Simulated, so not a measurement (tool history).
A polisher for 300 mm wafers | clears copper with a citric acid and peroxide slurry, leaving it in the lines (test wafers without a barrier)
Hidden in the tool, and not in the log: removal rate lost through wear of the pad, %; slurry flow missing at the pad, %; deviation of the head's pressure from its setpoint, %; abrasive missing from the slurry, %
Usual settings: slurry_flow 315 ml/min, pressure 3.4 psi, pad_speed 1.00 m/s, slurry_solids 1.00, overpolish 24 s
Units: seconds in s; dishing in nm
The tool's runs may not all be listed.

run    hour  slurry_flow  pressure  pad_speed  slurry_solids  overpolish  wafers since the last listed run  wafers polished on this pad  hours since the slurry nozzle was cleaned  hours since the head pressure was calibrated  hours since the slurry blender was calibrated  incoming thickness of the incoming film, nm  seconds  dishing
  1     0.0          315       3.4       1.00           1.00          18                                 0                          227                                      172.4                                         579.3                                           42.2                                        273.7    115.7     19.2
  2    60.7          315       3.4       1.00           1.00          18                               355                          583                                      233.1                                         640.0                                          102.9                                        269.8    115.5     19.0
  3   121.9          315       3.4       1.00           1.00          24                               358                          942                                      294.3                                         701.2                                          164.1                                        270.9    116.2     22.1
  4   168.8          315       3.4       1.00           0.85          24                               274                         1217                                      341.2                                         748.1                                          211.0                                        266.3    121.1     21.5
  5   197.4          315       3.4       1.00           0.85          24                               167                         1384                                      369.8                                         776.7                                          239.6                                        266.7    121.3     20.7
  6   248.0          315       3.4       1.00           0.85          24                               296                         1681                                      420.4                                         827.3                                          290.2                                        271.9    124.6     21.4
      282.1  -- slurry nozzle cleaned
  7   283.3          315       3.4       1.00           1.00          24                               201                         1882                                        1.2                                         862.6                                          325.5                                        273.3    120.8     21.6
  8   334.0          245       2.7       1.00           1.00          24                               297                         2179                                       51.9                                         913.3                                          376.2                                        268.8    148.2     19.0
  9   404.6          315       3.4       1.00           1.00          28                               413                         2593                                      122.5                                         983.9                                          446.8                                        273.9    118.3     22.7
      418.3  -- worn pad replaced by a new one
 10   468.2          315       4.3       1.00           0.75          24                               349                          292                                      186.1                                        1047.5                                          510.4                                        269.3    104.0     22.7
      470.6  -- slurry blender recalibrated
 11   506.7          315       3.4       1.00           0.85          24                               214                          506                                      224.6                                        1086.0                                           36.1                                        269.3    118.6     21.6
 12   566.1          315       3.4       1.00           1.00          24                               348                          854                                      284.0                                        1145.4                                           95.5                                        270.3    114.8     22.0
 13   633.9          315       3.4       1.00           0.80          24                               397                         1252                                      351.8                                        1213.2                                          163.3                                        272.1    128.0     21.0
 14   677.9          395       3.4       1.00           1.00          24                               257                         1510                                      395.8                                        1257.2                                          207.3                                        271.8    114.7     21.9
      689.6  -- slurry nozzle cleaned
 15   704.9          245       2.7       1.00           1.00          24                               152                         1662                                       15.3                                        1284.2                                          234.3                                        271.9    146.6     19.6
      769.2  -- head pressure recalibrated
 16   900.2          315       3.4       1.00           1.00          24                              1133                         2795                                      210.6                                         131.0                                          429.6                                        271.2    119.7     21.9
      928.5  -- slurry blender recalibrated
 17   933.6          315       3.4       1.00           1.00          24                               184                         2980                                      244.0                                         164.4                                            5.1                                        271.1    114.5     21.4
      949.4  -- worn pad replaced by a new one
 18   966.4          370       3.4       1.00           1.00          24                               168                           99                                      276.8                                         197.2                                           37.9                                        266.7    110.1     22.0
 19   993.9          315       3.4       1.00           1.00          24                               161                          260                                      304.3                                         224.7                                           65.4                                        272.5    115.2     22.5
 20  1054.2          390       4.2       0.78           0.80          24                               353                          614                                      364.6                                         285.0                                          125.7                                        270.2    128.2     20.8
 21  1107.5          245       3.4       0.78           0.70          32                               312                          926                                      417.9                                         338.3                                          179.0                                        267.2    174.4     20.9
 22  1139.5          360       3.9       1.10           1.10          24                               187                         1114                                      449.9                                         370.3                                          211.0                                        271.0     89.4     23.9
     1148.9  -- slurry nozzle cleaned
 23  1170.2          315       3.4       1.00           1.00          24                               174                         1288                                       21.3                                         401.0                                          241.7                                        270.2    119.7     21.7
 24  1195.0          315       3.4       1.00           1.00          24                               145                         1433                                       46.1                                         425.8                                          266.5                                        269.6    117.1     21.8
 25  1259.2          410       3.4       0.74           1.00          24                               376                         1810                                      110.3                                         490.0                                          330.7                                        270.9    158.5     19.6
 26  1324.6          315       3.4       1.00           1.25          24                               383                         2193                                      175.7                                         555.4                                          396.1                                        268.1    108.7     22.0
 27  1429.4          315       3.4       1.00           1.00          33                               614                         2808                                      280.5                                         660.2                                          500.9                                        274.7    122.2     24.1
     1463.1  -- slurry blender recalibrated
     1472.6  -- worn pad replaced by a new one
 28  1480.7          315       3.4       1.00           1.20          24                               265                           47                                      331.8                                         711.5                                           17.6                                        266.9    103.6     22.2

4 ways to go on from here, each from the tool as it stands after run 28. What would each give?
  A  1481.2          315       4.0       1.00           1.00          24                                 2                           50                                      332.3                                         712.0                                           18.1                                        267.1        ?        ?
  B  1481.2          380       3.4       1.00           1.00          24                                 2                           50                                      332.3                                         712.0                                           18.1                                        267.1        ?        ?
  C  1481.2          265       3.4       1.00           1.00          30                                 2                           50                                      332.3                                         712.0                                           18.1                                        267.1        ?        ?
  D  1481.2          350       3.4       1.00           1.00          33                                 2                           50                                      332.3                                         712.0                                           18.1                                        267.1        ?        ?

run  seconds  dishing
  A     96.1     23.3
  B    110.0     22.1
  C    113.5     23.6
  D    110.7     24.4
Without the tool's hidden state the same runs would have given:
run  seconds  dishing
  A     94.5     23.4
  B    108.1     22.2
  C    111.6     23.7
  D    108.8     24.5

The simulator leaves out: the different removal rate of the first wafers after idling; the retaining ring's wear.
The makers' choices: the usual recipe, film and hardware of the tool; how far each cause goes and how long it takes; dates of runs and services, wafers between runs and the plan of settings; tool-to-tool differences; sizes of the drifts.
